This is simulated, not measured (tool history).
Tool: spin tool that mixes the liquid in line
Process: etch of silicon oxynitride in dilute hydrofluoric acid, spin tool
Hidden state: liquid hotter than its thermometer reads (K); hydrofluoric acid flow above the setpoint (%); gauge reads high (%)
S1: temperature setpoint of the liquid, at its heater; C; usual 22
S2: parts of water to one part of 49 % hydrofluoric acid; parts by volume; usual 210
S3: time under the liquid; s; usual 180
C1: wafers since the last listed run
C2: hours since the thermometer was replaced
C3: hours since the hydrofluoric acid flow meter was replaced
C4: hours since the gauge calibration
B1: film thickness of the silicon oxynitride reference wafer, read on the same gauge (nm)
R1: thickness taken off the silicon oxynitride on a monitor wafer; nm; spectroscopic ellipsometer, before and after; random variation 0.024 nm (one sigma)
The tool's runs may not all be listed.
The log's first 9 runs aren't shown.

{"hour": 245.1, "done": "thermometer replaced"}
{"run": 10, "hour": 259.4, "S1": 20.5, "S2": 210, "S3": 180, "C1": 93, "C2": 14.3, "C3": 1188.5, "C4": 44.5, "B1": 39.932, "R1": 1.922}
{"run": 11, "hour": 286.8, "S1": 25, "S2": 210, "S3": 260, "C1": 135, "C2": 41.7, "C3": 1215.9, "C4": 71.9, "B1": 39.991, "R1": 3.322}
{"run": 12, "hour": 302.1, "S1": 22, "S2": 210, "S3": 180, "C1": 75, "C2": 57, "C3": 1231.2, "C4": 87.2, "B1": 40.013, "R1": 2.005}
{"run": 13, "hour": 328.8, "S1": 23.5, "S2": 315, "S3": 130, "C1": 131, "C2": 83.7, "C3": 1257.9, "C4": 113.9, "B1": 40.045, "R1": 0.973}
{"run": 14, "hour": 357.7, "S1": 19, "S2": 280, "S3": 180, "C1": 142, "C2": 112.6, "C3": 1286.8, "C4": 142.8, "B1": 40.099, "R1": 1.259}
{"run": 15, "hour": 379.3, "S1": 20.5, "S2": 250, "S3": 245, "C1": 106, "C2": 134.2, "C3": 1308.4, "C4": 164.4, "B1": 40.127, "R1": 2.118}
{"run": 16, "hour": 408.8, "S1": 26.5, "S2": 210, "S3": 125, "C1": 145, "C2": 163.7, "C3": 1337.9, "C4": 193.9, "B1": 40.182, "R1": 1.735}
{"run": 17, "hour": 424.7, "S1": 22, "S2": 210, "S3": 180, "C1": 78, "C2": 179.6, "C3": 1353.8, "C4": 209.8, "B1": 40.208, "R1": 2.056}
{"run": 18, "hour": 438.1, "S1": 20.5, "S2": 295, "S3": 180, "C1": 66, "C2": 193, "C3": 1367.2, "C4": 223.2, "B1": 40.231, "R1": 1.297}
{"run": 19, "hour": 461.0, "S1": 22, "S2": 210, "S3": 80, "C1": 112, "C2": 215.9, "C3": 1390.1, "C4": 246.1, "B1": 40.26, "R1": 0.914}
{"run": 20, "hour": 486.9, "S1": 26, "S2": 210, "S3": 180, "C1": 127, "C2": 241.8, "C3": 1416, "C4": 272, "B1": 40.306, "R1": 2.484}
{"run": 21, "hour": 513.1, "S1": 22, "S2": 210, "S3": 180, "C1": 129, "C2": 268, "C3": 1442.2, "C4": 298.2, "B1": 40.356, "R1": 2.059}
{"run": 22, "hour": 548.3, "S1": 18, "S2": 260, "S3": 105, "C1": 173, "C2": 303.2, "C3": 1477.4, "C4": 333.4, "B1": 40.392, "R1": 0.79}
{"run": 23, "hour": 583.2, "S1": 22, "S2": 210, "S3": 180, "C1": 172, "C2": 338.1, "C3": 1512.3, "C4": 368.3, "B1": 40.451, "R1": 2.093}
{"hour": 592.9, "done": "hydrofluoric acid flow meter replaced"}
{"run": 24, "hour": 610.3, "S1": 22, "S2": 210, "S3": 180, "C1": 128, "C2": 365.2, "C3": 17.4, "C4": 395.4, "B1": 40.515, "R1": 2.046}
{"run": 25, "hour": 626.9, "S1": 24, "S2": 210, "S3": 150, "C1": 81, "C2": 381.8, "C3": 34, "C4": 412, "B1": 40.547, "R1": 1.894}
{"run": 26, "hour": 643.4, "S1": 18.5, "S2": 235, "S3": 285, "C1": 81, "C2": 398.3, "C3": 50.5, "C4": 428.5, "B1": 40.541, "R1": 2.425}
{"run": 27, "hour": 676.5, "S1": 22, "S2": 210, "S3": 180, "C1": 163, "C2": 431.4, "C3": 83.6, "C4": 461.6, "B1": 40.619, "R1": 2.036}
{"run": 28, "hour": 742.9, "S1": 22, "S2": 210, "S3": 180, "C1": 327, "C2": 497.8, "C3": 150, "C4": 528, "B1": 40.69, "R1": 2.067}
{"run": 29, "hour": 758.2, "S1": 19, "S2": 130, "S3": 85, "C1": 75, "C2": 513.1, "C3": 165.3, "C4": 543.3, "B1": 40.716, "R1": 1.455}
{"run": 30, "hour": 792.9, "S1": 19.5, "S2": 275, "S3": 70, "C1": 171, "C2": 547.8, "C3": 200, "C4": 578, "B1": 40.813, "R1": 0.525}
{"run": 31, "hour": 820.1, "S1": 22, "S2": 295, "S3": 180, "C1": 134, "C2": 575, "C3": 227.2, "C4": 605.2, "B1": 40.84, "R1": 1.37}
{"run": 32, "hour": 854.9, "S1": 18.5, "S2": 210, "S3": 180, "C1": 171, "C2": 609.8, "C3": 262, "C4": 640, "B1": 40.908, "R1": 1.72}
{"run": 33, "hour": 878.7, "S1": 20, "S2": 210, "S3": 285, "C1": 117, "C2": 633.6, "C3": 285.8, "C4": 663.8, "B1": 40.93, "R1": 2.971}

The next listed run, before its measurement:
{"run": 34, "hour": 899.5, "S1": 22, "S2": 300, "S3": 120, "C1": 102, "C2": 654.4, "C3": 306.6, "C4": 684.6, "B1": "?", "R1": "?"}

B1: 40.977
R1: 0.916 nm
Without the tool's hidden state the same run would have given R1 0.894 nm.

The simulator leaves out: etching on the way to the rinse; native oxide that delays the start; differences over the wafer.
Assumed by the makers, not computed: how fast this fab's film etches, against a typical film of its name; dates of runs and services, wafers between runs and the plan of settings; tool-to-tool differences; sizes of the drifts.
